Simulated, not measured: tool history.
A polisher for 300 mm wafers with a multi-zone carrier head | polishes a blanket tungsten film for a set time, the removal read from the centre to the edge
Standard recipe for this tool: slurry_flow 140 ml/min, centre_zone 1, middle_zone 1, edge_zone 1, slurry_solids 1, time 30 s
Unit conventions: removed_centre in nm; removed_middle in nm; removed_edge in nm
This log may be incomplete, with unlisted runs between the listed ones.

run	hour	slurry_flow	centre_zone	middle_zone	edge_zone	slurry_solids	time	incoming thickness of the incoming film, nm	removed_centre	removed_middle	removed_edge
1	0	140	1	1	1	0.8	30	1228.8	189	180	185.4
2	16.2	115	0.95	1	1	1	30	1226.6	179.5	180.2	187.6
3	31.1	140	1	1	1	1	30	1215.3	197.1	190	191.3
# hour 40.1: centre zone pressure recalibrated
4	47.5	140	1	1	0.93	0.85	30	1225.3	185.5	183.4	177.7
5	57.6	165	1	1	1	0.8	30	1222.2	191.8	187.4	187.8
6	73.3	140	1.1	1	1	1	30	1257.3	207.9	187.5	192.6
# hour 102.5: worn pad replaced by a new one
7	103	140	1.11	1	1	0.8	36	1224	245.7	214.7	219.5
8	110.7	140	1	1	1	0.8	20	1232.4	122.8	120	122.7
9	125.2	120	0.9	0.96	0.94	1	30	1224.7	170.1	176.3	183.3
10	131.8	140	1	1	1	1	30	1227	193	190.3	189.1
11	142.3	100	1	1	1	0.75	30	1225.6	168.5	166.4	168.8
12	150.4	140	1	1	1	1	30	1240	196.1	189	191.1
13	159.2	125	1	1	1	1.15	30	1236.3	194.6	190.4	193.4
14	176.2	140	1	0.95	0.93	1	30	1210	188	180.9	185.4
15	183.9	140	1	1	0.93	0.85	30	1253.9	187.6	183.1	181.5
16	191.9	140	1	0.89	0.89	1	33	1213.4	213.6	186.3	201
17	205.9	140	0.92	1	0.9	0.75	25	1217.1	144.9	148.4	148.1
18	219.3	125	0.97	0.95	0.9	1	30	1253.3	183.8	176.9	181.9
19	234	105	1	1.04	1	1	30	1214.7	176.6	183.6	187.1
# hour 240.6: worn pad replaced by a new one
20	244.4	140	1.09	1	1.11	1	30	1227.8	204.7	188.4	195.9
21	255.3	140	0.89	1	0.89	1	21	1209.4	125.2	131.8	130
22	266.1	165	1	1	1	0.9	25	1247.6	163	160.4	160.4

List, for all runs, the conditions of the tool that the log does not record:
removal rate lost through wear of the pad, %: 0, the same for each run
slurry flow missing at the pad, %: 0, the same for each run
deviation of the centre zone's pressure from its setpoint, %: 0, the same for each run
deviation of the edge zone's pressure from its setpoint, %: 0, the same for each run
